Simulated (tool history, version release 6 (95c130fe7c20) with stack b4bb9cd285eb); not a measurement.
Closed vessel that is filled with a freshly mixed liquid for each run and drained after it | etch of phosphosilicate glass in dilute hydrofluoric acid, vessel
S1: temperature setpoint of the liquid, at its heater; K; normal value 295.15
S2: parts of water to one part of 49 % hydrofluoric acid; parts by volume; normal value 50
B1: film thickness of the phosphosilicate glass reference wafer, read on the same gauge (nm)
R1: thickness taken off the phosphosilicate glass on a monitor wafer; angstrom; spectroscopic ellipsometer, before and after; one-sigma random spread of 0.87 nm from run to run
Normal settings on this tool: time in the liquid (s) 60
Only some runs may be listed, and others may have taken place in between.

Run 1, day 0: usual settings; B1 100.01. Result: R1 831.5 angstrom.
Run 2, day 0.642: usual settings; B1 100.01. Result: R1 836.1 angstrom.
Run 3, day 1.225: usual settings but S2 65 parts by volume; B1 100.01. Result: R1 620.1 angstrom.
Run 4, day 1.542: usual settings but S2 65 parts by volume; B1 99.98. Result: R1 631.7 angstrom.
Run 5, day 1.975: usual settings but S2 65 parts by volume; B1 99.98. Result: R1 635.7 angstrom.
Run 6, day 2.379: usual settings but time in the liquid (s) 35; B1 100. Result: R1 486.6 angstrom.
Run 7, day 2.662: usual settings but S2 40 parts by volume; B1 99.99. Result: R1 1059.3 angstrom.
Run 8, day 3.038: usual settings but S2 40 parts by volume; B1 99.99. Result: R1 1040.9 angstrom.
Run 9, day 3.529: usual settings; B1 100. Result: R1 806.9 angstrom.
Run 10, day 5.6: usual settings; B1 100.01. Result: R1 824.8 angstrom.
Run 11, day 6.112: usual settings; B1 99.99. Result: R1 807.1 angstrom.
At day 6.304: thermometer replaced.
Run 12, day 6.662: usual settings; B1 99.99. Result: R1 899.1 angstrom.
Run 13, day 6.962: usual settings; B1 99.99. Result: R1 917.6 angstrom.
Run 14, day 7.354: usual settings; B1 100.01. Result: R1 913.1 angstrom.
Run 15, day 7.796: usual settings; B1 99.99. Result: R1 892.7 angstrom.
Run 16, day 8.262: usual settings but S2 35 parts by volume, time in the liquid (s) 45; B1 100.01. Result: R1 977.5 angstrom.
Run 17, day 8.6: usual settings; B1 100. Result: R1 886.4 angstrom.
Run 18, day 9.125: usual settings but S1 299.65 K, time in the liquid (s) 75; B1 99.99. Result: R1 1353.6 angstrom.
Run 19, day 9.712: usual settings but S2 70 parts by volume; B1 100.02. Result: R1 610.5 angstrom.
Run 20, day 10.229: usual settings but time in the liquid (s) 90; B1 100.01. Result: R1 1337.1 angstrom.
At day 10.238: gauge calibrated.
Run 21, day 10.508: usual settings but S1 299.65 K, S2 25 parts by volume, time in the liquid (s) 40; B1 99.99. Result: R1 1495 angstrom.
Run 22, day 11.171: usual settings but S1 300.15 K, time in the liquid (s) 50; B1 100. Result: R1 907.7 angstrom.
Run 23, day 11.692: usual settings but S2 60 parts by volume, time in the liquid (s) 30; B1 100.02. Result: R1 367 angstrom.
At day 11.808: hydrofluoric acid flow meter replaced.
Run 24, day 12.408: usual settings; B1 100. Result: R1 879 angstrom.
Run 25, day 12.979: usual settings; B1 100.02. Result: R1 891.7 angstrom.
Run 26, day 13.642: usual settings but S1 293.15 K, S2 35 parts by volume, time in the liquid (s) 95; B1 100.02. Result: R1 1898.2 angstrom.
Run 27, day 14.338: usual settings but S1 292.15 K, time in the liquid (s) 45; B1 100. Result: R1 573.6 angstrom.
Run 28, day 14.7: usual settings but S1 297.15 K, S2 65 parts by volume, time in the liquid (s) 75; B1 99.99. Result: R1 910.1 angstrom.
Run 29, day 15.383: usual settings; B1 100.01. Result: R1 887.7 angstrom.
Run 30, day 15.888: usual settings; B1 100.01. Result: R1 875.3 angstrom.

What if the next run were any one of these 4? Each begins from the tool's condition after run 30:
Run A, day 15.917: usual settings; B1 ?. Result: R1 ?.
Run B, day 15.917: usual settings but S1 298.15 K, S2 70 parts by volume, time in the liquid (s) 45; B1 ?. Result: R1 ?.
Run C, day 15.917: usual settings but S1 293.15 K, time in the liquid (s) 95; B1 ?. Result: R1 ?.
Run D, day 15.917: usual settings but time in the liquid (s) 70; B1 ?. Result: R1 ?.

run      B1      R1
  A  100.01   868.5
  B  100.01   513.7
  C  100.01  1263.1
  D  100.01  1013.3
Without the tool's hidden state the same runs would have given:
run      R1
  A   908.4
  B   536.3
  C  1322.1
  D  1059.8

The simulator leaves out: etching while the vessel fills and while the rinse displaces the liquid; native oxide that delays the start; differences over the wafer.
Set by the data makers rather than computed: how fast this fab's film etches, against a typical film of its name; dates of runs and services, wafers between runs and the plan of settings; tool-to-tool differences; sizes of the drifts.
